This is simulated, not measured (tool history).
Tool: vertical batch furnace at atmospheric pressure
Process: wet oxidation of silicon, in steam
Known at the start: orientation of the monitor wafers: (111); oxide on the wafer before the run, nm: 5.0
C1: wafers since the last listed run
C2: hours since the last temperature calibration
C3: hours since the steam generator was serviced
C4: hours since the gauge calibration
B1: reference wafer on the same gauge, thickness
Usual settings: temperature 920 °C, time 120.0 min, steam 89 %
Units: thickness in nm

Run 1, hour 0.0: usual settings; C1 0; C2 2564.8; C3 532.9; C4 415.8; B1 442.65. Result: thickness 418.21 nm.
Run 2, hour 86.5: usual settings; C1 699; C2 2651.3; C3 619.4; C4 502.3; B1 443.39. Result: thickness 417.65 nm.
Run 3, hour 158.3: usual settings; C1 580; C2 2723.1; C3 691.2; C4 574.1; B1 442.83. Result: thickness 417.05 nm.
Run 4, hour 233.1: usual settings; C1 604; C2 2797.9; C3 766.0; C4 648.9; B1 443.65. Result: thickness 418.93 nm.
Run 5, hour 305.1: usual settings; C1 582; C2 2869.9; C3 838.0; C4 720.9; B1 442.98. Result: thickness 416.40 nm.
Run 6, hour 378.5: usual settings but time 145.0 min; C1 593; C2 2943.3; C3 911.4; C4 794.3; B1 442.93. Result: thickness 473.98 nm.
Run 7, hour 447.1: usual settings but time 145.0 min; C1 554; C2 3011.9; C3 980.0; C4 862.9; B1 442.66. Result: thickness 470.09 nm.
At hour 480.4: thermocouples replaced and temperature profile calibrated.
Run 8, hour 542.9: usual settings but temperature 939 °C; C1 580; C2 62.5; C3 1075.8; C4 958.7; B1 443.51. Result: thickness 476.46 nm.
Run 9, hour 604.3: usual settings but temperature 939 °C; C1 496; C2 123.9; C3 1137.2; C4 1020.1; B1 442.59. Result: thickness 475.83 nm.
Run 10, hour 645.7: usual settings; C1 334; C2 165.3; C3 1178.6; C4 1061.5; B1 442.90. Result: thickness 415.84 nm.
Run 11, hour 727.2: usual settings but temperature 944 °C, time 168.5 min; C1 658; C2 246.8; C3 1260.1; C4 1143.0; B1 443.36. Result: thickness 614.55 nm.
At hour 796.0: gauge calibrated.
Run 12, hour 846.5: usual settings but time 95.0 min; C1 964; C2 366.1; C3 1379.4; C4 50.5; B1 442.94. Result: thickness 351.53 nm.
At hour 892.0: steam generator serviced.
Run 13, hour 911.0: usual settings but temperature 905 °C, steam 80 %; C1 327; C2 430.6; C3 19.0; C4 115.0; B1 443.21. Result: thickness 349.70 nm.
Run 14, hour 1013.1: usual settings but temperature 896 °C, time 98.5 min, steam 95 %; C1 825; C2 532.7; C3 121.1; C4 217.1; B1 442.72. Result: thickness 313.63 nm.
Run 15, hour 1064.9: usual settings; C1 418; C2 584.5; C3 172.9; C4 268.9; B1 442.73. Result: thickness 428.85 nm.
Run 16, hour 1102.8: usual settings but time 176.0 min; C1 306; C2 622.4; C3 210.8; C4 306.8; B1 442.72. Result: thickness 547.16 nm.
Run 17, hour 1191.8: usual settings but time 144.0 min; C1 719; C2 711.4; C3 299.8; C4 395.8; B1 443.22. Result: thickness 479.83 nm.
Run 18, hour 1274.2: usual settings but time 174.5 min; C1 666; C2 793.8; C3 382.2; C4 478.2; B1 442.80. Result: thickness 543.88 nm.
Run 19, hour 1382.0: usual settings but temperature 910 °C, time 178.5 min, steam 95 %; C1 871; C2 901.6; C3 490.0; C4 586.0; B1 443.34. Result: thickness 534.36 nm.

5 ways to go on from here, each from the tool as it stands after run 19. What would each give?
Run A, hour 1388.1: usual settings; C1 49; C2 907.7; C3 496.1; C4 592.1; B1 ?. Result: thickness ?.
Run B, hour 1388.1: usual settings but time 103.0 min, steam 79 %; C1 49; C2 907.7; C3 496.1; C4 592.1; B1 ?. Result: thickness ?.
Run C, hour 1388.1: usual settings but temperature 927 °C, time 144.0 min, steam 97 %; C1 49; C2 907.7; C3 496.1; C4 592.1; B1 ?. Result: thickness ?.
Run D, hour 1388.1: usual settings but time 156.5 min, steam 82 %; C1 49; C2 907.7; C3 496.1; C4 592.1; B1 ?. Result: thickness ?.
Run E, hour 1388.1: usual settings but temperature 909 °C; C1 49; C2 907.7; C3 496.1; C4 592.1; B1 ?. Result: thickness ?.

run      B1  thickness
  A  442.87     418.92
  B  442.87     345.40
  C  442.87     529.20
  D  442.87     475.65
  E  442.87     382.90
Without the tool's hidden state the same runs would have given:
run  thickness
  A     432.02
  B     356.55
  C     544.99
  D     490.22
  E     395.25

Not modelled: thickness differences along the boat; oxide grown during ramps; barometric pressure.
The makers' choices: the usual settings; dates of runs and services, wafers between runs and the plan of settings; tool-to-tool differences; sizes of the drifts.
